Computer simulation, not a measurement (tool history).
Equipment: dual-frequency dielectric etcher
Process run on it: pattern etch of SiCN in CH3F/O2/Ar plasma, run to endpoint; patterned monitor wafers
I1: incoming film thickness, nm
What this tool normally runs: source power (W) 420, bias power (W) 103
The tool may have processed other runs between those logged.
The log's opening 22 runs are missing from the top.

Run 23, hour 1405.2: usual settings; I1 9.63. Result: endpoint time (s) 21.5.
Run 24, hour 1438.4: usual settings but source power (W) 370; I1 9.43. Result: endpoint time (s) 22.6.
At hour 1501.6: bias power generator calibrated.
Run 25, hour 1502.1: usual settings but source power (W) 320, bias power (W) 87; I1 9.5. Result: endpoint time (s) 26.9.
At hour 1544.6: wet clean of the chamber.
Run 26, hour 1567.8: usual settings but source power (W) 330, bias power (W) 80; I1 9.47. Result: endpoint time (s) 27.3.
At hour 1581.3: source power generator calibrated.
Run 27, hour 1606.9: usual settings; I1 9.59. Result: endpoint time (s) 21.8.
Run 28, hour 1744.7: usual settings; I1 9.68. Result: endpoint time (s) 22.1.
Run 29, hour 1837.9: usual settings but source power (W) 450, bias power (W) 79; I1 9.5. Result: endpoint time (s) 23.2.
Run 30, hour 1889.3: usual settings; I1 9.48. Result: endpoint time (s) 21.6.
Run 31, hour 1938.9: usual settings but source power (W) 490, bias power (W) 119; I1 9.42. Result: endpoint time (s) 18.6.
Run 32, hour 1991.3: usual settings but source power (W) 360, bias power (W) 93; I1 9.47. Result: endpoint time (s) 24.2.
At hour 2044.5: wet clean of the chamber.
Run 33, hour 2054.1: usual settings but source power (W) 500, bias power (W) 94; I1 9.42. Result: endpoint time (s) 20.4.
Run 34, hour 2090.8: usual settings but source power (W) 390; I1 9.4. Result: endpoint time (s) 22.1.

Here are 4 independent what-if runs from the current tool condition. What would each one return?
Run A, hour 2091.2: usual settings; I1 9.55. Result: endpoint time (s) ?.
Run B, hour 2091.2: usual settings but source power (W) 370, bias power (W) 113; I1 9.55. Result: endpoint time (s) ?.
Run C, hour 2091.2: usual settings but source power (W) 370, bias power (W) 82; I1 9.55. Result: endpoint time (s) ?.
Run D, hour 2091.2: usual settings but bias power (W) 121; I1 9.55. Result: endpoint time (s) ?.

run  endpoint time (s)
  A               21.6
  B               22.2
  C               25.3
  D               20.2
Stripped of hidden state, with their random variation kept, the same runs would have yielded:
run  endpoint time (s)
  A               21.6
  B               22.3
  C               25.3
  D               20.2
